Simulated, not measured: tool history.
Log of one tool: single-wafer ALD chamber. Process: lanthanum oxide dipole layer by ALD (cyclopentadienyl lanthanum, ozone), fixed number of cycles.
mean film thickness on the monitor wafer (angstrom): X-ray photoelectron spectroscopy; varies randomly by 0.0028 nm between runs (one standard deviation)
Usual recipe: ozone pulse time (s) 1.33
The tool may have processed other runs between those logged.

run,hour,ozone pulse time (s),wafers since the last listed run,hours since the last thermocouple change,hours since the last ozone generator service,hours since the showerhead was replaced,hours since the gauge calibration,"read-back reference wafer on the same gauge, thickness_nm",mean film thickness on the monitor wafer (angstrom)
1,0.0,1.58,0,1148.4,543.7,6483.4,142.4,0.598,6.09
2,12.2,1.58,211,1160.6,555.9,6495.6,154.6,0.598,6.09
3,37.0,1.33,429,1185.4,580.7,6520.4,179.4,0.599,5.91
4,67.1,1.33,521,1215.5,610.8,6550.5,209.5,0.598,5.97
5,81.7,1.33,253,1230.1,625.4,6565.1,224.1,0.599,5.90
6,98.9,1.33,298,1247.3,642.6,6582.3,241.3,0.599,5.90
7,126.3,1.33,474,1274.7,670.0,6609.7,268.7,0.599,5.94
8,161.6,1.33,611,1310.0,705.3,6645.0,304.0,0.599,5.89
9,178.9,1.33,299,1327.3,722.6,6662.3,321.3,0.598,5.90
# hour 190.9: ozone generator serviced
10,214.6,1.33,480,1363.0,23.7,6698.0,357.0,0.599,5.93
11,231.7,1.33,296,1380.1,40.8,6715.1,374.1,0.600,5.83
12,256.3,1.33,426,1404.7,65.4,6739.7,398.7,0.600,5.93
13,281.2,1.33,431,1429.6,90.3,6764.6,423.6,0.600,5.91
# hour 299.8: gauge calibrated
14,299.9,1.33,324,1448.3,109.0,6783.3,0.1,0.600,5.93
15,331.6,0.95,549,1480.0,140.7,6815.0,31.8,0.599,5.34
16,345.6,1.81,242,1494.0,154.7,6829.0,45.8,0.600,6.21
17,373.7,1.00,486,1522.1,182.8,6857.1,73.9,0.599,5.42
18,404.1,1.07,526,1552.5,213.2,6887.5,104.3,0.598,5.55
19,417.3,1.75,228,1565.7,226.4,6900.7,117.5,0.599,6.14
20,433.1,1.33,273,1581.5,242.2,6916.5,133.3,0.599,5.88
21,456.7,1.68,408,1605.1,265.8,6940.1,156.9,0.599,6.15
22,474.0,1.33,299,1622.4,283.1,6957.4,174.2,0.598,5.88
# hour 494.9: showerhead replaced
# hour 496.5: thermocouple changed; heater temperature recalibrated
23,497.0,1.33,231,0.5,306.1,2.1,197.2,0.600,5.95
24,506.0,1.63,155,9.5,315.1,11.1,206.2,0.599,6.11
25,531.2,1.82,436,34.7,340.3,36.3,231.4,0.598,6.18
26,564.9,1.33,584,68.4,374.0,70.0,265.1,0.599,5.90

Predict the results of run 27:
27,593.0,1.33,486,96.5,402.1,98.1,293.2,?,?

Run 27 came out at read-back reference wafer on the same gauge, thickness_nm 0.598, mean film thickness on the monitor wafer (angstrom) 5.87.
With no hidden state in the tool, this same run would have given mean film thickness on the monitor wafer (angstrom) 5.87.
